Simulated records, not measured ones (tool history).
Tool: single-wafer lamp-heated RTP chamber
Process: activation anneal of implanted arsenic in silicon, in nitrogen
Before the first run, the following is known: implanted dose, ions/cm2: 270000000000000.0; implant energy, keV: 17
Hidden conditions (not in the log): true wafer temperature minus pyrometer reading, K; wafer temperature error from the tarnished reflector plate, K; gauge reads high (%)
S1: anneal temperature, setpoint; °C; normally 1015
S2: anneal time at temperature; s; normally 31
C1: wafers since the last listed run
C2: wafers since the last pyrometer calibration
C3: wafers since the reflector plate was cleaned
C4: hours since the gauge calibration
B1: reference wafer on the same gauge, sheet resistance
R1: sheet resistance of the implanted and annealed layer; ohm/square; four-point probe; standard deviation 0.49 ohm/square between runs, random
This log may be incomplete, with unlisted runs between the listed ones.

Run 1, hour 0.0: usual settings; C1 0; C2 1680; C3 4082; C4 735.3; B1 340.04. Result: R1 327.16 ohm/square.
At hour 14.5: reflector plate cleaned.
Run 2, hour 62.8: usual settings; C1 698; C2 2378; C3 615; C4 798.1; B1 339.91. Result: R1 326.64 ohm/square.
Run 3, hour 86.6: usual settings but S2 37 s; C1 303; C2 2681; C3 918; C4 821.9; B1 340.15. Result: R1 325.60 ohm/square.
Run 4, hour 121.7: usual settings but S2 37 s; C1 447; C2 3128; C3 1365; C4 857.0; B1 340.13. Result: R1 325.37 ohm/square.
Run 5, hour 148.9: usual settings but S2 37 s; C1 346; C2 3475; C3 1712; C4 884.2; B1 339.90. Result: R1 326.19 ohm/square.
Run 6, hour 180.0: usual settings; C1 396; C2 3871; C3 2108; C4 915.3; B1 340.00. Result: R1 326.55 ohm/square.
Run 7, hour 207.9: usual settings; C1 355; C2 4227; C3 2464; C4 943.2; B1 339.96. Result: R1 326.56 ohm/square.
Run 8, hour 225.0: usual settings; C1 217; C2 4444; C3 2681; C4 960.3; B1 340.05. Result: R1 326.81 ohm/square.
At hour 235.4: pyrometer window cleaned and pyrometer calibrated.
Run 9, hour 250.2: usual settings; C1 219; C2 188; C3 2901; C4 985.5; B1 340.16. Result: R1 326.10 ohm/square.
Run 10, hour 263.2: usual settings; C1 165; C2 353; C3 3066; C4 998.5; B1 340.18. Result: R1 326.41 ohm/square.
Run 11, hour 279.0: usual settings; C1 201; C2 555; C3 3267; C4 1014.3; B1 339.88. Result: R1 325.19 ohm/square.
Run 12, hour 310.1: usual settings but S1 996 °C; C1 396; C2 951; C3 3664; C4 1045.4; B1 340.09. Result: R1 328.79 ohm/square.
Run 13, hour 332.5: usual settings but S1 996 °C; C1 285; C2 1236; C3 3949; C4 1067.8; B1 339.90. Result: R1 328.91 ohm/square.
Run 14, hour 354.0: usual settings but S1 1031 °C, S2 39 s; C1 273; C2 1510; C3 4223; C4 1089.3; B1 340.00. Result: R1 319.85 ohm/square.
At hour 373.2: gauge calibrated.
Run 15, hour 381.4: usual settings; C1 349; C2 1859; C3 4572; C4 8.2; B1 340.02. Result: R1 325.31 ohm/square.
Run 16, hour 394.1: usual settings but S1 1024 °C, S2 43 s; C1 161; C2 2021; C3 4734; C4 20.9; B1 339.88. Result: R1 320.35 ohm/square.
At hour 404.7: pyrometer window cleaned and pyrometer calibrated, repeated, since the last time left the tool worse.
Run 17, hour 425.5: usual settings but S1 993 °C, S2 41 s; C1 298; C2 264; C3 5032; C4 52.3; B1 339.89. Result: R1 329.64 ohm/square.
At hour 455.4: reflector plate cleaned.
Run 18, hour 455.8: usual settings but S2 45 s; C1 284; C2 548; C3 5; C4 82.6; B1 339.91. Result: R1 323.74 ohm/square.
Run 19, hour 472.5: usual settings; C1 212; C2 761; C3 217; C4 99.3; B1 339.96. Result: R1 328.46 ohm/square.
Run 20, hour 495.8: usual settings but S1 1024 °C, S2 48 s; C1 296; C2 1058; C3 514; C4 122.6; B1 340.07. Result: R1 322.01 ohm/square.
Run 21, hour 525.1: usual settings but S1 999 °C, S2 38 s; C1 373; C2 1431; C3 888; C4 151.9; B1 340.17. Result: R1 329.53 ohm/square.
Run 22, hour 542.6: usual settings but S2 22 s; C1 222; C2 1654; C3 1110; C4 169.4; B1 339.87. Result: R1 329.63 ohm/square.
Run 23, hour 577.4: usual settings; C1 443; C2 2098; C3 1554; C4 204.2; B1 339.92. Result: R1 328.38 ohm/square.
Run 24, hour 602.3: usual settings but S1 991 °C; C1 317; C2 2415; C3 1871; C4 229.1; B1 340.00. Result: R1 331.64 ohm/square.
Run 25, hour 619.1: usual settings but S1 1038 °C; C1 214; C2 2629; C3 2085; C4 245.9; B1 339.89. Result: R1 322.69 ohm/square.
Run 26, hour 652.4: usual settings but S2 14 s; C1 424; C2 3053; C3 2509; C4 279.2; B1 339.82. Result: R1 332.18 ohm/square.
Run 27, hour 673.4: usual settings but S1 1043 °C, S2 13 s; C1 267; C2 3321; C3 2777; C4 300.2; B1 340.09. Result: R1 329.37 ohm/square.
Run 28, hour 699.4: usual settings but S2 39 s; C1 331; C2 3652; C3 3108; C4 326.2; B1 339.85. Result: R1 325.18 ohm/square.
Run 29, hour 728.0: usual settings but S1 993 °C, S2 25 s; C1 364; C2 4016; C3 3473; C4 354.8; B1 339.94. Result: R1 332.13 ohm/square.
Run 30, hour 742.7: usual settings but S1 1042 °C, S2 36 s; C1 187; C2 4204; C3 3660; C4 369.5; B1 340.02. Result: R1 319.87 ohm/square.
At hour 808.7: pyrometer window cleaned and pyrometer calibrated.
Run 31, hour 809.4: usual settings but S1 991 °C, S2 46 s; C1 747; C2 9; C3 4408; C4 436.2; B1 339.98. Result: R1 328.55 ohm/square.
Run 32, hour 822.1: usual settings but S1 1039 °C, S2 21 s; C1 161; C2 170; C3 4569; C4 448.9; B1 340.03. Result: R1 326.30 ohm/square.
Run 33, hour 842.7: usual settings but S1 1000 °C; C1 262; C2 433; C3 4832; C4 469.5; B1 340.12. Result: R1 330.04 ohm/square.
At hour 851.8: reflector plate cleaned.
Run 34, hour 867.0: usual settings; C1 207; C2 641; C3 193; C4 493.8; B1 340.10. Result: R1 328.04 ohm/square.
Run 35, hour 882.1: usual settings but S1 1026 °C, S2 48 s; C1 192; C2 833; C3 385; C4 508.9; B1 340.02. Result: R1 320.75 ohm/square.
Run 36, hour 915.9: usual settings; C1 430; C2 1264; C3 816; C4 542.7; B1 340.03. Result: R1 327.64 ohm/square.
Run 37, hour 949.7: usual settings but S1 991 °C, S2 46 s; C1 430; C2 1694; C3 1246; C4 576.5; B1 340.17. Result: R1 328.78 ohm/square.

Selected run-to-run steps in R1, each split into two signed amounts: the part the tool would show with no hidden state at all (from settings, incoming material and random variation), and the remainder, which goes to the hidden state together with any gauge scatter not common to the measured and the hidden-state-free results:
Run 13 -> 14: S1 996 -> 1031, S2 31 -> 39. R1 -9.06 ohm/square: hidden state -1.37, all else -7.69.
Run 16 -> 17: S1 1024 -> 993, S2 43 -> 41, pyrometer window cleaned and pyrometer calibrated, repeated, since the last time left the tool worse. R1 +9.29 ohm/square: hidden state +3.49, all else +5.80.
Run 25 -> 26: S1 1038 -> 1015, S2 31 -> 14. R1 +9.49 ohm/square: hidden state +0.42, all else +9.07.
Run 29 -> 30: S1 993 -> 1042, S2 25 -> 36. R1 -12.26 ohm/square: hidden state -0.91, all else -11.35.
Run 30 -> 31: S1 1042 -> 991, S2 36 -> 46, pyrometer window cleaned and pyrometer calibrated. R1 +8.68 ohm/square: hidden state +1.70, all else +6.98.
